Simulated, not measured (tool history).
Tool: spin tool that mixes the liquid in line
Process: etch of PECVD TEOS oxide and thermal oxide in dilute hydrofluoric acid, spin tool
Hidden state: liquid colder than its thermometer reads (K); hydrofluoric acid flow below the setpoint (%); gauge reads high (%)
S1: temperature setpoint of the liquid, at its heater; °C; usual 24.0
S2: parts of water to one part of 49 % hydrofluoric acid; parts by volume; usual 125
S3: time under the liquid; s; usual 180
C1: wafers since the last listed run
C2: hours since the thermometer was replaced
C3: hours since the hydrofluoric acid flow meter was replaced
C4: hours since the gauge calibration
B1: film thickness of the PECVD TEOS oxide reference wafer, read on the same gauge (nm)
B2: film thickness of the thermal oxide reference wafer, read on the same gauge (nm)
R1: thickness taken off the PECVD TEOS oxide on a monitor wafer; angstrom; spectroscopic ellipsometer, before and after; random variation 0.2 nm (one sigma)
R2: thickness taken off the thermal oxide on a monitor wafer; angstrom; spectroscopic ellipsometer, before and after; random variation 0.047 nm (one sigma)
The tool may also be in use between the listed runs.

{"run": 1, "hour": 0.0, "S1": 24.0, "S2": 125, "S3": 255, "C1": 0, "C2": 405.6, "C3": 199.0, "C4": 637.0, "B1": 89.99, "B2": 49.99, "R1": 359.4, "R2": 79.0}
{"run": 2, "hour": 71.6, "S1": 24.0, "S2": 125, "S3": 255, "C1": 735, "C2": 477.2, "C3": 270.6, "C4": 708.6, "B1": 90.01, "B2": 50.01, "R1": 357.9, "R2": 79.1}
{"hour": 114.5, "done": "thermometer replaced"}
{"run": 3, "hour": 142.7, "S1": 24.0, "S2": 125, "S3": 255, "C1": 720, "C2": 28.2, "C3": 341.7, "C4": 779.7, "B1": 90.0, "B2": 49.98, "R1": 367.4, "R2": 81.2}
{"run": 4, "hour": 202.0, "S1": 24.0, "S2": 125, "S3": 180, "C1": 609, "C2": 87.5, "C3": 401.0, "C4": 839.0, "B1": 89.99, "B2": 50.03, "R1": 260.1, "R2": 57.4}
{"hour": 214.7, "done": "hydrofluoric acid flow meter replaced"}
{"run": 5, "hour": 232.6, "S1": 24.0, "S2": 125, "S3": 180, "C1": 304, "C2": 118.1, "C3": 17.9, "C4": 869.6, "B1": 90.0, "B2": 50.06, "R1": 261.4, "R2": 57.5}
{"run": 6, "hour": 409.4, "S1": 24.0, "S2": 125, "S3": 180, "C1": 1816, "C2": 294.9, "C3": 194.7, "C4": 1046.4, "B1": 89.99, "B2": 49.99, "R1": 253.1, "R2": 56.0}
{"run": 7, "hour": 448.1, "S1": 23.0, "S2": 125, "S3": 145, "C1": 397, "C2": 333.6, "C3": 233.4, "C4": 1085.1, "B1": 89.99, "B2": 50.02, "R1": 194.7, "R2": 43.5}
{"hour": 461.4, "done": "gauge calibrated"}
{"run": 8, "hour": 487.6, "S1": 23.0, "S2": 125, "S3": 145, "C1": 405, "C2": 373.1, "C3": 272.9, "C4": 26.2, "B1": 90.0, "B2": 50.02, "R1": 195.3, "R2": 43.2}
{"run": 9, "hour": 514.2, "S1": 24.0, "S2": 145, "S3": 215, "C1": 273, "C2": 399.7, "C3": 299.5, "C4": 52.8, "B1": 90.0, "B2": 49.96, "R1": 255.0, "R2": 55.1}
{"run": 10, "hour": 546.7, "S1": 24.0, "S2": 125, "S3": 180, "C1": 333, "C2": 432.2, "C3": 332.0, "C4": 85.3, "B1": 90.02, "B2": 50.02, "R1": 250.0, "R2": 55.4}
{"hour": 573.7, "done": "hydrofluoric acid flow meter replaced"}
{"run": 11, "hour": 589.7, "S1": 22.5, "S2": 125, "S3": 145, "C1": 431, "C2": 475.2, "C3": 16.0, "C4": 128.3, "B1": 89.99, "B2": 50.02, "R1": 186.7, "R2": 41.9}
{"run": 12, "hour": 618.5, "S1": 26.0, "S2": 125, "S3": 260, "C1": 295, "C2": 504.0, "C3": 44.8, "C4": 157.1, "B1": 89.99, "B2": 49.98, "R1": 385.4, "R2": 85.3}
{"hour": 664.2, "done": "thermometer replaced"}
{"run": 13, "hour": 684.8, "S1": 24.0, "S2": 145, "S3": 215, "C1": 670, "C2": 20.6, "C3": 111.1, "C4": 223.4, "B1": 90.0, "B2": 50.0, "R1": 265.8, "R2": 58.4}
{"run": 14, "hour": 733.9, "S1": 24.0, "S2": 140, "S3": 135, "C1": 504, "C2": 69.7, "C3": 160.2, "C4": 272.5, "B1": 90.0, "B2": 49.96, "R1": 175.9, "R2": 38.5}
{"run": 15, "hour": 795.8, "S1": 20.5, "S2": 105, "S3": 125, "C1": 636, "C2": 131.6, "C3": 222.1, "C4": 334.4, "B1": 90.01, "B2": 50.0, "R1": 193.6, "R2": 42.1}
{"run": 16, "hour": 858.5, "S1": 26.0, "S2": 125, "S3": 260, "C1": 644, "C2": 194.3, "C3": 284.8, "C4": 397.1, "B1": 90.01, "B2": 50.04, "R1": 407.7, "R2": 88.9}
{"run": 17, "hour": 927.7, "S1": 24.0, "S2": 125, "S3": 180, "C1": 711, "C2": 263.5, "C3": 354.0, "C4": 466.3, "B1": 90.01, "B2": 49.97, "R1": 257.5, "R2": 56.4}
{"run": 18, "hour": 979.3, "S1": 28.0, "S2": 180, "S3": 135, "C1": 530, "C2": 315.1, "C3": 405.6, "C4": 517.9, "B1": 90.0, "B2": 50.01, "R1": 145.0, "R2": 31.6}
{"hour": 985.1, "done": "hydrofluoric acid flow meter replaced"}
{"run": 19, "hour": 1005.9, "S1": 25.5, "S2": 95, "S3": 95, "C1": 263, "C2": 341.7, "C3": 20.8, "C4": 544.5, "B1": 90.0, "B2": 49.94, "R1": 198.6, "R2": 43.0}
{"run": 20, "hour": 1053.5, "S1": 24.0, "S2": 155, "S3": 225, "C1": 489, "C2": 389.3, "C3": 68.4, "C4": 592.1, "B1": 90.01, "B2": 50.03, "R1": 245.7, "R2": 54.5}

3 ways to go on from here, each from the tool as it stands after run 20. What would each give?
{"run": "A", "hour": 1054.0, "S1": 28.5, "S2": 125, "S3": 180, "C1": 5, "C2": 389.8, "C3": 68.9, "C4": 592.6, "B1": "?", "B2": "?", "R1": "?", "R2": "?"}
{"run": "B", "hour": 1054.0, "S1": 19.5, "S2": 160, "S3": 80, "C1": 5, "C2": 389.8, "C3": 68.9, "C4": 592.6, "B1": "?", "B2": "?", "R1": "?", "R2": "?"}
{"run": "C", "hour": 1054.0, "S1": 25.5, "S2": 160, "S3": 180, "C1": 5, "C2": 389.8, "C3": 68.9, "C4": 592.6, "B1": "?", "B2": "?", "R1": "?", "R2": "?"}

run=A B1=90.01 B2=49.96 R1=302.4 R2=67.2
run=B B1=90.01 B2=49.96 R1=71.1 R2=15.8
run=C B1=90.01 B2=49.96 R1=202.2 R2=45.0
Without the tool's hidden state the same runs would have given:
run=A R1=316.5 R2=70.4
run=B R1=74.7 R2=16.6
run=C R1=211.7 R2=47.1
